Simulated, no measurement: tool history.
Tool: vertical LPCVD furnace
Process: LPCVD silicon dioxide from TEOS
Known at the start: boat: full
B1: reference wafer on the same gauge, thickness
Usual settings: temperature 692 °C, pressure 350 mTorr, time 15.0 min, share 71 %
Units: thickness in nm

Run 1, day 0.000: usual settings; B1 103.42. Result: thickness 89.30 nm.
Run 2, day 1.446: usual settings; B1 103.52. Result: thickness 89.22 nm.
Run 3, day 2.262: usual settings; B1 103.28. Result: thickness 88.49 nm.
Run 4, day 2.762: usual settings; B1 103.50. Result: thickness 88.51 nm.
Run 5, day 3.733: usual settings; B1 103.41. Result: thickness 88.78 nm.
Run 6, day 4.475: usual settings; B1 103.26. Result: thickness 89.15 nm.
Run 7, day 5.479: usual settings; B1 103.29. Result: thickness 88.93 nm.
Run 8, day 6.300: usual settings; B1 103.10. Result: thickness 89.97 nm.
Run 9, day 7.254: usual settings; B1 103.14. Result: thickness 88.95 nm.
Run 10, day 8.638: usual settings; B1 103.16. Result: thickness 88.33 nm.
Run 11, day 9.346: usual settings but temperature 703 °C, pressure 310 mTorr, time 18.0 min; B1 102.97. Result: thickness 129.90 nm.
Run 12, day 10.000: usual settings; B1 103.02. Result: thickness 88.77 nm.
Run 13, day 10.942: usual settings but pressure 285 mTorr, time 9.5 min, share 81 %; B1 102.82. Result: thickness 53.91 nm.
Run 14, day 12.150: usual settings but time 10.0 min, share 63 %; B1 102.85. Result: thickness 55.15 nm.
Run 15, day 13.067: usual settings but temperature 688 °C, time 9.5 min; B1 102.73. Result: thickness 50.85 nm.
At day 14.175: pressure gauge zeroed.
Run 16, day 14.196: usual settings but pressure 420 mTorr, share 61 %; B1 102.68. Result: thickness 89.94 nm.
Run 17, day 14.846: usual settings but share 61 %; B1 102.62. Result: thickness 81.69 nm.
Run 18, day 15.433: usual settings but temperature 700 °C; B1 102.54. Result: thickness 106.27 nm.
At day 17.888: thermocouples replaced and temperature profile calibrated.
At day 17.912: TEOS flow controller replaced.
Run 19, day 17.933: usual settings; B1 102.32. Result: thickness 87.41 nm.
Run 20, day 18.850: usual settings but time 12.0 min; B1 102.26. Result: thickness 70.13 nm.
Run 21, day 20.321: usual settings but temperature 684 °C; B1 102.12. Result: thickness 72.83 nm.
Run 22, day 20.912: usual settings but share 80 %; B1 102.14. Result: thickness 93.41 nm.
Run 23, day 22.033: usual settings but time 10.0 min, share 63 %; B1 102.04. Result: thickness 55.04 nm.
At day 24.096: gauge calibrated.
Run 24, day 25.117: usual settings but time 13.5 min; B1 104.68. Result: thickness 81.61 nm.
Run 25, day 26.321: usual settings; B1 104.59. Result: thickness 90.45 nm.
Run 26, day 30.050: usual settings but temperature 701 °C, pressure 295 mTorr, time 17.0 min, share 83 %; B1 104.57. Result: thickness 126.18 nm.
Run 27, day 31.342: usual settings but pressure 415 mTorr, share 78 %; B1 104.56. Result: thickness 101.92 nm.
Run 28, day 32.479: usual settings but time 18.5 min; B1 104.61. Result: thickness 111.09 nm.
Run 29, day 33.288: usual settings but temperature 683 °C, pressure 400 mTorr, share 76 %; B1 104.56. Result: thickness 80.87 nm.
Run 30, day 33.896: usual settings but temperature 683 °C, pressure 425 mTorr, share 85 %; B1 104.47. Result: thickness 87.16 nm.

5 ways to go on from here, each from the tool as it stands after run 30. What would each give?
Run A, day 34.104: usual settings but share 78 %; B1 ?. Result: thickness ?.
Run B, day 34.104: usual settings but pressure 305 mTorr; B1 ?. Result: thickness ?.
Run C, day 34.104: usual settings but temperature 682 °C, pressure 395 mTorr; B1 ?. Result: thickness ?.
Run D, day 34.104: usual settings but temperature 701 °C, time 10.0 min; B1 ?. Result: thickness ?.
Run E, day 34.104: usual settings but pressure 415 mTorr, time 19.0 min; B1 ?. Result: thickness ?.

run      B1  thickness
  A  104.61      93.35
  B  104.61      83.14
  C  104.61      74.50
  D  104.61      73.32
  E  104.61     122.85
Without the tool's hidden state the same runs would have given:
run  thickness
  A      93.13
  B      82.95
  C      74.33
  D      73.14
  E     122.56
